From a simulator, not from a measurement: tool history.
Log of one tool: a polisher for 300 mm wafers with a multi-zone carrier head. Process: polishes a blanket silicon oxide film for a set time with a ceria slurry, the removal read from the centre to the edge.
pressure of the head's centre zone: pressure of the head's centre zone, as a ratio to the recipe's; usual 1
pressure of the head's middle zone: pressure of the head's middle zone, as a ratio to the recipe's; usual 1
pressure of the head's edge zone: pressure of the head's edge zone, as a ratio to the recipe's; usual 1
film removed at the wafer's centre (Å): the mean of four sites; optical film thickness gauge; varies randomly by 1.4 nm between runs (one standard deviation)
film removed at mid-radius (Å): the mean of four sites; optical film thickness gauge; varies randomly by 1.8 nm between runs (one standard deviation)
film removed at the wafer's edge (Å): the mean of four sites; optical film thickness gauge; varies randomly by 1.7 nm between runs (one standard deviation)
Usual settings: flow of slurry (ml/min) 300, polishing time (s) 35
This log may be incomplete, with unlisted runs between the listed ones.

| run | hour | flow of slurry (ml/min) | pressure of the head's centre zone | pressure of the head's middle zone | pressure of the head's edge zone | polishing time (s) | wafers since the last listed run | wafers polished on this pad | hours since the slurry nozzle was cleaned | hours since the centre zone pressure was calibrated | hours since the edge zone pressure was calibrated | hours since the carrier head's membrane was replaced | incoming thickness of the incoming film, nm | film removed at the wafer's centre (Å) | film removed at mid-radius (Å) | film removed at the wafer's edge (Å) |
|---|---|---|---|---|---|---|---|---|---|---|---|---|---|---|---|---|
| 1 | 0 | 300 | 1 | 1 | 0.96 | 35 | 0 | 3194 | 176.4 | 100.4 | 1082.2 | 414.7 | 946.3 | 1378 | 1320 | 1309 |
| 2 | 48.8 | 300 | 1 | 1 | 0.96 | 35 | 783 | 3978 | 225.2 | 149.2 | 1131 | 463.5 | 939.9 | 1321 | 1261 | 1247 |
|  | 67.5 | worn pad replaced by a new one |
| 3 | 97.9 | 300 | 1 | 1 | 0.96 | 35 | 724 | 488 | 274.3 | 198.3 | 1180.1 | 512.6 | 925.2 | 1504 | 1475 | 1369 |
| 4 | 213.6 | 300 | 1 | 1.06 | 1.04 | 35 | 1858 | 2346 | 390 | 314 | 1295.8 | 628.3 | 927.7 | 1424 | 1482 | 1420 |
| 5 | 264.6 | 300 | 1 | 1.06 | 1.04 | 35 | 819 | 3165 | 441 | 365 | 1346.8 | 679.3 | 935.4 | 1358 | 1421 | 1383 |
|  | 289.4 | worn pad replaced by a new one |
| 6 | 301 | 300 | 1 | 1 | 1 | 35 | 520 | 186 | 477.4 | 401.4 | 1383.2 | 715.7 | 922.5 | 1502 | 1480 | 1402 |
| 7 | 365.9 | 300 | 0.92 | 1 | 1 | 35 | 1042 | 1229 | 542.3 | 466.3 | 1448.1 | 780.6 | 935 | 1343 | 1418 | 1387 |
|  | 373 | slurry nozzle cleaned |
| 8 | 403.9 | 300 | 0.92 | 1 | 1 | 35 | 594 | 1823 | 30.9 | 504.3 | 1486.1 | 818.6 | 941.3 | 1364 | 1439 | 1418 |
| 9 | 448.9 | 300 | 0.92 | 1 | 1 | 35 | 722 | 2546 | 75.9 | 549.3 | 1531.1 | 863.6 | 924.5 | 1316 | 1387 | 1388 |
|  | 496.2 | worn pad replaced by a new one |
| 10 | 503.3 | 240 | 1 | 1 | 1 | 35 | 809 | 114 | 130.3 | 603.7 | 1585.5 | 918 | 941.3 | 1480 | 1414 | 1431 |
| 11 | 543 | 300 | 1 | 1 | 1 | 35 | 637 | 752 | 170 | 643.4 | 1625.2 | 957.7 | 948.5 | 1485 | 1450 | 1427 |
| 12 | 592.1 | 230 | 1 | 1.08 | 1 | 28 | 788 | 1541 | 219.1 | 692.5 | 1674.3 | 1006.8 | 943.1 | 1116 | 1151 | 1067 |
|  | 612.6 | edge zone pressure recalibrated |
| 13 | 639.8 | 300 | 0.94 | 1 | 0.9 | 35 | 734 | 2275 | 266.8 | 740.2 | 27.2 | 1054.5 | 929.2 | 1323 | 1400 | 1310 |
| 14 | 669.5 | 385 | 1 | 1.1 | 1.07 | 35 | 477 | 2752 | 296.5 | 769.9 | 56.9 | 1084.2 | 929.9 | 1430 | 1495 | 1417 |
| 15 | 701.7 | 375 | 1.05 | 1 | 1 | 35 | 517 | 3269 | 328.7 | 802.1 | 89.1 | 1116.4 | 952.6 | 1457 | 1358 | 1319 |
|  | 705.5 | centre zone pressure recalibrated |
|  | 713.9 | worn pad replaced by a new one |
| 16 | 758.1 | 300 | 1 | 1 | 1 | 35 | 809 | 709 | 385.1 | 52.6 | 145.5 | 1172.8 | 938.5 | 1468 | 1436 | 1415 |
| 17 | 801.4 | 300 | 1 | 1.06 | 1 | 35 | 695 | 1404 | 428.4 | 95.9 | 188.8 | 1216.1 | 938.4 | 1463 | 1517 | 1417 |
|  | 834.4 | carrier head's membrane replaced by a new one |
| 18 | 863.3 | 300 | 1.1 | 1 | 1 | 35 | 913 | 2318 | 490.3 | 157.8 | 250.7 | 28.9 | 955.4 | 1552 | 1399 | 1371 |
|  | 885.4 | slurry nozzle cleaned |
| 19 | 908.6 | 300 | 1 | 1 | 1 | 35 | 711 | 3030 | 23.2 | 203.1 | 296 | 74.2 | 947.8 | 1414 | 1392 | 1359 |
| 20 | 940.9 | 385 | 1 | 1 | 1 | 38 | 518 | 3549 | 55.5 | 235.4 | 328.3 | 106.5 | 927.9 | 1519 | 1480 | 1473 |
|  | 954.4 | worn pad replaced by a new one |
| 21 | 998.1 | 300 | 1 | 1 | 1 | 35 | 854 | 701 | 112.7 | 292.6 | 385.5 | 163.7 | 947.3 | 1499 | 1490 | 1438 |
| 22 | 1063.3 | 300 | 1 | 1 | 1 | 35 | 1047 | 1748 | 177.9 | 357.8 | 450.7 | 228.9 | 928.6 | 1480 | 1423 | 1424 |
| 23 | 1102.2 | 215 | 1 | 0.92 | 1 | 44 | 624 | 2373 | 216.8 | 396.7 | 489.6 | 267.8 | 945.9 | 1759 | 1586 | 1688 |

For each entry between runs, how does the tool's hidden state at the last listed run before it compare with that at the first listed run after it?
Run 2 -> run 3: worn pad replaced by a new one (hour 67.5)
  removal rate lost through wear of the pad, %: 12.3 -> 0.344; slurry flow missing at the pad, %: 18.8 -> 22.2
  difference, measured minus the result without the unlogged condition, film removed at the wafer's centre (Å): -208 -> -31; film removed at mid-radius (Å): -196 -> -28; film removed at the wafer's edge (Å): -189 -> -21
Run 5 -> run 6: worn pad replaced by a new one (hour 289.4)
  removal rate lost through wear of the pad, %: 6.93 -> 0.23; slurry flow missing at the pad, %: 33.7 -> 36.2
  difference, measured minus the result without the unlogged condition, film removed at the wafer's centre (Å): -143 -> -52; film removed at mid-radius (Å): -145 -> -45; film removed at the wafer's edge (Å): -132 -> -33
Run 7 -> run 8: slurry nozzle cleaned (hour 373)
  removal rate lost through wear of the pad, %: 1.22 -> 2.48; slurry flow missing at the pad, %: 40.7 -> 9.35
  difference, measured minus the result without the unlogged condition, film removed at the wafer's centre (Å): -67 -> -44; film removed at mid-radius (Å): -66 -> -46; film removed at the wafer's edge (Å): -52 -> -43
Run 9 -> run 10: worn pad replaced by a new one (hour 496.2)
  removal rate lost through wear of the pad, %: 4.62 -> 1.35; slurry flow missing at the pad, %: 12.5 -> 16.2
  difference, measured minus the result without the unlogged condition, film removed at the wafer's centre (Å): -76 -> -42; film removed at mid-radius (Å): -80 -> -38; film removed at the wafer's edge (Å): -77 -> -33
Run 12 -> run 13: edge zone pressure recalibrated (hour 612.6)
  removal rate lost through wear of the pad, %: 2.94 -> 4.93; slurry flow missing at the pad, %: 22.4 -> 25.6
  difference, measured minus the result without the unlogged condition, film removed at the wafer's centre (Å): -57 -> -97; film removed at mid-radius (Å): -57 -> -100; film removed at the wafer's edge (Å): -47 -> -87
Run 15 -> run 16: centre zone pressure recalibrated (hour 705.5); worn pad replaced by a new one (hour 713.9)
  removal rate lost through wear of the pad, %: 8.68 -> 0.379; slurry flow missing at the pad, %: 29.9 -> 33.8
  difference, measured minus the result without the unlogged condition, film removed at the wafer's centre (Å): -173 -> -48; film removed at mid-radius (Å): -158 -> -43; film removed at the wafer's edge (Å): -147 -> -33
Run 17 -> run 18: carrier head's membrane replaced by a new one (hour 834.4)
  removal rate lost through wear of the pad, %: 1.37 -> 3.91; slurry flow missing at the pad, %: 36.8 -> 41.1
  difference, measured minus the result without the unlogged condition, film removed at the wafer's centre (Å): -69 -> -123; film removed at mid-radius (Å): -65 -> -106; film removed at the wafer's edge (Å): -52 -> -92
Run 18 -> run 19: slurry nozzle cleaned (hour 885.4)
  removal rate lost through wear of the pad, %: 3.91 -> 6.62; slurry flow missing at the pad, %: 41.1 -> 6.12
  difference, measured minus the result without the unlogged condition, film removed at the wafer's centre (Å): -123 -> -107; film removed at mid-radius (Å): -106 -> -104; film removed at the wafer's edge (Å): -92 -> -100
Run 20 -> run 21: worn pad replaced by a new one (hour 954.4)
  removal rate lost through wear of the pad, %: 8.98 -> 0.467; slurry flow missing at the pad, %: 8.35 -> 12.3
  difference, measured minus the result without the unlogged condition, film removed at the wafer's centre (Å): -158 -> -20; film removed at mid-radius (Å): -153 -> -19; film removed at the wafer's edge (Å): -151 -> -15

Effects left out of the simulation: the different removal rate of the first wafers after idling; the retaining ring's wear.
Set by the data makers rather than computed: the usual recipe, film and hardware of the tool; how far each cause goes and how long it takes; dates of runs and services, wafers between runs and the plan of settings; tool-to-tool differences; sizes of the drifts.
